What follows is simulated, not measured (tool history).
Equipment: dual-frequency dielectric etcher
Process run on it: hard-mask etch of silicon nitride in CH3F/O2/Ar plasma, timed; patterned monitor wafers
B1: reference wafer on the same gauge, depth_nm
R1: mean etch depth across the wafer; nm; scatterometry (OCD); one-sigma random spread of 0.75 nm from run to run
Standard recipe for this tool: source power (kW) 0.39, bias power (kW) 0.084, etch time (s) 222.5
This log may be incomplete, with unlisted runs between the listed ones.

Run 1, hour 0: usual settings but source power (kW) 0.42; B1 196. Result: R1 171.4 nm.
Run 2, hour 32.7: usual settings but source power (kW) 0.42; B1 196. Result: R1 172.2 nm.
Run 3, hour 100.5: usual settings but source power (kW) 0.42; B1 195.8. Result: R1 172 nm.
Run 4, hour 155.2: usual settings but source power (kW) 0.36, bias power (kW) 0.076; B1 195.9. Result: R1 154.5 nm.
Run 5, hour 223.4: usual settings but bias power (kW) 0.091; B1 196.2. Result: R1 170.4 nm.
Run 6, hour 261.7: usual settings but bias power (kW) 0.091; B1 196. Result: R1 169.9 nm.
At hour 292.4: gauge calibrated.
Run 7, hour 298.2: usual settings but etch time (s) 266; B1 195.9. Result: R1 198.7 nm.
Run 8, hour 324: usual settings but etch time (s) 266; B1 195.9. Result: R1 198.5 nm.
Run 9, hour 369: usual settings but source power (kW) 0.46, bias power (kW) 0.101; B1 196. Result: R1 188.8 nm.
Run 10, hour 406.4: usual settings; B1 196.3. Result: R1 166 nm.
At hour 461.9: wet clean of the chamber.
Run 11, hour 462.4: usual settings but source power (kW) 0.42; B1 195.9. Result: R1 170.7 nm.
Run 12, hour 511.3: usual settings but source power (kW) 0.45, bias power (kW) 0.068, etch time (s) 284.5; B1 195.8. Result: R1 210.1 nm.
Run 13, hour 568.7: usual settings; B1 196.1. Result: R1 166.8 nm.
Run 14, hour 614.4: usual settings but source power (kW) 0.31, bias power (kW) 0.105, etch time (s) 269; B1 196.2. Result: R1 196.2 nm.
Run 15, hour 641.7: usual settings but bias power (kW) 0.063, etch time (s) 252.5; B1 196. Result: R1 172.8 nm.
Run 16, hour 711.9: usual settings but bias power (kW) 0.068, etch time (s) 200; B1 196.1. Result: R1 138 nm.
Run 17, hour 763.5: usual settings but bias power (kW) 0.077; B1 196.2. Result: R1 161.8 nm.
At hour 786.4: source power generator calibrated.
Run 18, hour 816: usual settings but source power (kW) 0.49; B1 195.7. Result: R1 182.8 nm.
At hour 878.2: upper electrode replaced.
Run 19, hour 878.7: usual settings but source power (kW) 0.35, bias power (kW) 0.1, etch time (s) 203; B1 196.2. Result: R1 153.4 nm.
At hour 890.9: bias power generator calibrated.
At hour 924.8: wet clean of the chamber.
Run 20, hour 934.7: usual settings; B1 196. Result: R1 167.1 nm.
Run 21, hour 962.9: usual settings but source power (kW) 0.45, bias power (kW) 0.068, etch time (s) 284.5; B1 195.9. Result: R1 211.7 nm.
Run 22, hour 1013.2: usual settings but source power (kW) 0.45, bias power (kW) 0.092, etch time (s) 268; B1 196.1. Result: R1 221.6 nm.
Run 23, hour 1078.9: usual settings; B1 196.1. Result: R1 166.7 nm.
Run 24, hour 1120: usual settings but etch time (s) 185; B1 196. Result: R1 137.9 nm.
Run 25, hour 1165.4: usual settings; B1 196.1. Result: R1 165.9 nm.
Run 26, hour 1213.9: usual settings but source power (kW) 0.43; B1 196. Result: R1 172.8 nm.
Run 27, hour 1338.2: usual settings but source power (kW) 0.47, bias power (kW) 0.064; B1 196. Result: R1 165.8 nm.
Run 28, hour 1395.8: usual settings but source power (kW) 0.46, bias power (kW) 0.093, etch time (s) 288; B1 196.1. Result: R1 237 nm.
At hour 1455.4: wet clean of the chamber.
Run 29, hour 1459: usual settings but etch time (s) 171; B1 195.9. Result: R1 128.5 nm.
Run 30, hour 1511.7: usual settings but bias power (kW) 0.1, etch time (s) 280.5; B1 196.1. Result: R1 222.5 nm.
Run 31, hour 1567: usual settings but bias power (kW) 0.102; B1 195.8. Result: R1 178.5 nm.

Predict each of these 3 candidate next runs independently; none follows another, all start after run 31:
Run A, hour 1567.5: usual settings; B1 ?. Result: R1 ?.
Run B, hour 1567.5: usual settings but etch time (s) 278.5; B1 ?. Result: R1 ?.
Run C, hour 1567.5: usual settings but bias power (kW) 0.105, etch time (s) 203; B1 ?. Result: R1 ?.

run     B1     R1
  A  195.8  165.2
  B  195.8  206.8
  C  195.8  162.8
Without the tool's hidden state the same runs would have given:
run     R1
  A  165.2
  B  206.8
  C  162.8
